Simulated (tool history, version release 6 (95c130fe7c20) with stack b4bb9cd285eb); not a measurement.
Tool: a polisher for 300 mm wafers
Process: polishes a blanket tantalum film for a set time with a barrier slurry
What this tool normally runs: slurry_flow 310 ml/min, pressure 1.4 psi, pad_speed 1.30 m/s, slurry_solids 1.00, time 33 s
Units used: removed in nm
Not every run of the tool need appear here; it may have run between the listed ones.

run	hour	slurry_flow	pressure	pad_speed	slurry_solids	time	wafers since the last listed run	wafers polished on this pad	hours since the slurry nozzle was cleaned	hours since the head pressure was calibrated	hours since the slurry blender was calibrated	incoming thickness of the incoming film, nm	removed
1	0.0	310	1.4	1.30	1.00	33	0	346	76.1	229.4	5.0	238.1	41.8
2	64.0	370	1.4	1.48	1.00	33	428	774	140.1	293.4	69.0	236.7	50.0
3	150.3	370	1.4	1.48	1.00	33	577	1352	226.4	379.7	155.3	241.8	49.6
4	228.0	370	1.4	1.48	1.00	33	520	1872	304.1	457.4	233.0	243.7	50.0
# hour 260.3: worn pad replaced by a new one
5	315.3	310	1.4	1.30	1.00	33	557	368	391.4	544.7	320.3	238.8	43.3
# hour 326.1: slurry nozzle cleaned
# hour 395.3: slurry blender recalibrated
6	408.8	310	1.4	1.30	1.00	33	605	974	82.7	638.2	13.5	239.3	43.4
7	485.1	310	1.4	1.30	1.00	33	510	1484	159.0	714.5	89.8	242.0	44.1
8	571.6	310	1.4	1.30	1.00	33	579	2063	245.5	801.0	176.3	240.4	43.6
# hour 592.3: worn pad replaced by a new one
9	646.0	310	1.4	1.30	1.00	33	471	359	319.9	875.4	250.7	241.9	44.2
# hour 675.3: slurry nozzle cleaned
10	714.9	310	1.4	1.30	1.00	33	454	813	39.6	944.3	319.6	236.0	44.4
11	791.9	310	1.4	1.30	1.00	33	515	1329	116.6	1021.3	396.6	241.2	44.4
# hour 809.0: slurry blender recalibrated
12	886.7	310	1.4	1.40	1.00	33	621	1950	211.4	1116.1	77.7	242.4	47.2
# hour 905.3: worn pad replaced by a new one, of another model than before
13	972.8	310	1.3	1.30	1.00	23	549	451	297.5	1202.2	163.8	239.3	29.0
# hour 986.6: slurry nozzle cleaned
14	1016.6	310	1.4	1.08	1.00	33	286	738	30.0	1246.0	207.6	240.2	37.8
# hour 1060.9: head pressure recalibrated
15	1082.6	310	1.4	1.30	1.10	41	428	1166	96.0	21.7	273.6	236.9	53.9
16	1167.4	310	1.4	1.12	0.85	29	567	1734	180.8	106.5	358.4	240.5	32.3
# hour 1179.6: slurry blender recalibrated
17	1232.5	310	1.4	1.30	1.00	25	422	2156	245.9	171.6	52.9	238.4	32.1
# hour 1285.7: worn pad replaced by a new one
18	1332.6	345	1.4	1.30	1.00	33	643	314	346.0	271.7	153.0	241.8	43.7
# hour 1363.5: slurry nozzle cleaned
19	1422.8	310	1.6	0.86	1.00	43	597	911	59.3	361.9	243.2	240.0	47.4
20	1502.7	310	1.4	1.30	1.00	33	534	1445	139.2	441.8	323.1	241.8	43.4
21	1563.8	415	1.4	1.30	1.00	33	408	1854	200.3	502.9	384.2	240.4	43.8
# hour 1594.1: slurry blender recalibrated
22	1628.7	310	1.4	1.30	1.00	25	421	2276	265.2	567.8	34.6	239.3	33.2
23	1668.8	310	1.4	1.30	1.00	33	268	2544	305.3	607.9	74.7	242.7	43.4
# hour 1684.7: worn pad replaced by a new one
24	1723.4	340	1.4	1.76	1.00	23	338	259	359.9	662.5	129.3	242.8	37.1
# hour 1768.7: slurry nozzle cleaned
25	1797.2	260	1.4	1.66	1.30	41	487	746	28.5	736.3	203.1	238.6	67.3

Consider 5 possible next runs. They are alternatives, not a sequence: every one starts from the tool as it was left by run 25. What does each give?
A	1797.6	310	1.4	1.30	1.00	33	2	749	28.9	736.7	203.5	243.7	?
B	1797.6	370	1.4	1.10	1.00	33	2	749	28.9	736.7	203.5	243.7	?
C	1797.6	310	1.8	1.30	1.00	37	2	749	28.9	736.7	203.5	243.7	?
D	1797.6	310	1.4	1.30	1.00	24	2	749	28.9	736.7	203.5	243.7	?
E	1797.6	355	1.4	0.96	1.00	33	2	749	28.9	736.7	203.5	243.7	?

run	removed
A	43.0
B	39.0
C	57.5
D	31.3
E	35.7
With no hidden state in the tool, these same runs would have given:
run	removed
A	42.2
B	38.2
C	56.4
D	30.7
E	35.0
